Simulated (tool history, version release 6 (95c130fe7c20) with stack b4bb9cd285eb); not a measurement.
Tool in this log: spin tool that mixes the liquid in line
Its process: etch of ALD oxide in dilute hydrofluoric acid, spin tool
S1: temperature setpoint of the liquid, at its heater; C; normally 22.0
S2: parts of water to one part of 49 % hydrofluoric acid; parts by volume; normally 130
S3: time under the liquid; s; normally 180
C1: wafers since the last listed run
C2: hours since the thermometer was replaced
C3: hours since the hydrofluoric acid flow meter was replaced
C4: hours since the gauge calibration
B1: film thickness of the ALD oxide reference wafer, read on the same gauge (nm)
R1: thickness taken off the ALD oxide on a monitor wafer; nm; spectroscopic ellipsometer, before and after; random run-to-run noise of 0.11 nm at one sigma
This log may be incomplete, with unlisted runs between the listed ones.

run,hour,S1,S2,S3,C1,C2,C3,C4,B1,R1
1,0.0,22.0,130,180,0,1900.9,1827.0,313.8,120.00,11.14
2,12.8,22.0,130,180,116,1913.7,1839.8,326.6,120.00,11.02
3,26.6,22.0,105,180,125,1927.5,1853.6,340.4,120.02,14.17
4,45.9,22.0,130,180,175,1946.8,1872.9,359.7,120.00,11.12
5,59.0,22.0,130,180,119,1959.9,1886.0,372.8,120.00,10.90
6,72.4,22.0,130,180,121,1973.3,1899.4,386.2,119.99,11.13
7,100.3,22.0,130,180,253,2001.2,1927.3,414.1,120.01,11.13
8,123.0,22.0,130,180,206,2023.9,1950.0,436.8,120.00,10.97
9,139.3,22.0,130,180,148,2040.2,1966.3,453.1,120.01,10.88
10,165.8,22.0,130,180,241,2066.7,1992.8,479.6,119.97,10.94
11,179.3,22.0,130,180,122,2080.2,2006.3,493.1,120.00,10.95
# hour 210.5: thermometer replaced
12,214.6,25.0,130,180,312,4.1,2041.6,528.4,120.01,13.38
13,250.6,22.0,130,180,327,40.1,2077.6,564.4,120.00,11.82
14,263.0,22.0,130,180,112,52.5,2090.0,576.8,120.00,11.85
15,287.5,22.0,75,95,223,77.0,2114.5,601.3,120.02,11.49
16,309.4,26.5,105,105,199,98.9,2136.4,623.2,120.00,10.54
17,344.8,22.0,105,180,322,134.3,2171.8,658.6,120.00,14.93
18,367.2,22.0,130,180,203,156.7,2194.2,681.0,120.00,11.75
19,393.4,26.5,130,180,238,182.9,2220.4,707.2,120.00,13.75

Forecast run 20:
20,412.7,19.5,130,210,175,202.2,2239.7,726.5,?,?

{"run 20": {"B1": 119.99, "R1": 12.43}}
If the tool had no hidden condition, the same run with the same run-to-run variation would have returned R1 14.71 nm.
